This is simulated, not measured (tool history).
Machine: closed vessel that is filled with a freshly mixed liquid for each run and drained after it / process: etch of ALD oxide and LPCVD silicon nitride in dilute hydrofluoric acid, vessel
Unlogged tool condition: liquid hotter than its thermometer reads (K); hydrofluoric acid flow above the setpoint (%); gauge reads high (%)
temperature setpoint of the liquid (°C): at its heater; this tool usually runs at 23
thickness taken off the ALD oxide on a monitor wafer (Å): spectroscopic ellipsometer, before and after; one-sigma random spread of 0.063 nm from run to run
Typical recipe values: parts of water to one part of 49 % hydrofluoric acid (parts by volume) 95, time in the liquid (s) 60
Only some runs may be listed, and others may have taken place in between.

run,day,temperature setpoint of the liquid (°C),parts of water to one part of 49 % hydrofluoric acid (parts by volume),time in the liquid (s),wafers since the last listed run,hours since the thermometer was replaced,hours since the hydrofluoric acid flow meter was replaced,hours since the gauge calibration,"read-back film thickness of the ALD oxide reference wafer, read on the same gauge (nm)",thickness taken off the ALD oxide on a monitor wafer (Å)
1,0,23,95,60,0,2156,199,888.9,38.5,148.6
2,2,23,95,60,4774,2204,247,936.9,38.55,148.8
3,3.696,23,95,60,4048,2244.7,287.7,977.6,38.52,148.2
# day 4.383: gauge calibrated
4,5.404,23,95,60,4078,2285.7,328.7,24.5,39.76,153.8
5,7.904,23,65,60,5968,2345.7,388.7,84.5,39.47,231.2
6,9.342,23,65,60,3431,2380.2,423.2,119,39.34,231.5
7,11.104,23,95,60,4207,2422.5,465.5,161.3,39.25,150.3
8,13.85,23,95,75,6555,2488.4,531.4,227.2,39.11,187.7
9,15.654,23,95,75,4307,2531.7,574.7,270.5,38.97,188
10,17.921,24.5,125,60,5411,2586.1,629.1,324.9,38.86,116.9
# day 18.967: thermometer replaced
11,20.812,24.5,125,60,6803,44.3,698.5,394.3,38.76,116.8
12,22.717,23,95,85,4545,90,744.2,440,38.72,211.6
13,24.571,21.5,45,60,4426,134.5,788.7,484.5,38.67,314.6
14,27.012,23,95,85,5829,193.1,847.3,543.1,38.58,213.1
# day 27.771: hydrofluoric acid flow meter replaced
15,28.758,23,95,60,4068,235,23.7,585,38.57,148.5
16,30.117,23,145,90,3242,267.6,56.3,617.6,38.55,139.4
17,32.75,23,145,90,6286,330.8,119.5,680.8,38.53,137.6
18,34.112,26,125,60,3252,363.5,152.2,713.5,38.55,121.7
19,36.592,23,95,60,5918,423,211.7,773,38.45,148.5
20,40.196,23,95,60,8604,509.5,298.2,859.5,38.45,148.1

Predict the results of run 21:
# day 43.725: gauge calibrated
21,48.771,23,95,40,20471,715.3,504,121.1,?,?

{"run 21": {"read-back film thickness of the ALD oxide reference wafer, read on the same gauge (nm)": 39.62, "thickness taken off the ALD oxide on a monitor wafer (Å)": 102.1}}
With no hidden state in the tool, this same run would have given thickness taken off the ALD oxide on a monitor wafer (Å) 103.

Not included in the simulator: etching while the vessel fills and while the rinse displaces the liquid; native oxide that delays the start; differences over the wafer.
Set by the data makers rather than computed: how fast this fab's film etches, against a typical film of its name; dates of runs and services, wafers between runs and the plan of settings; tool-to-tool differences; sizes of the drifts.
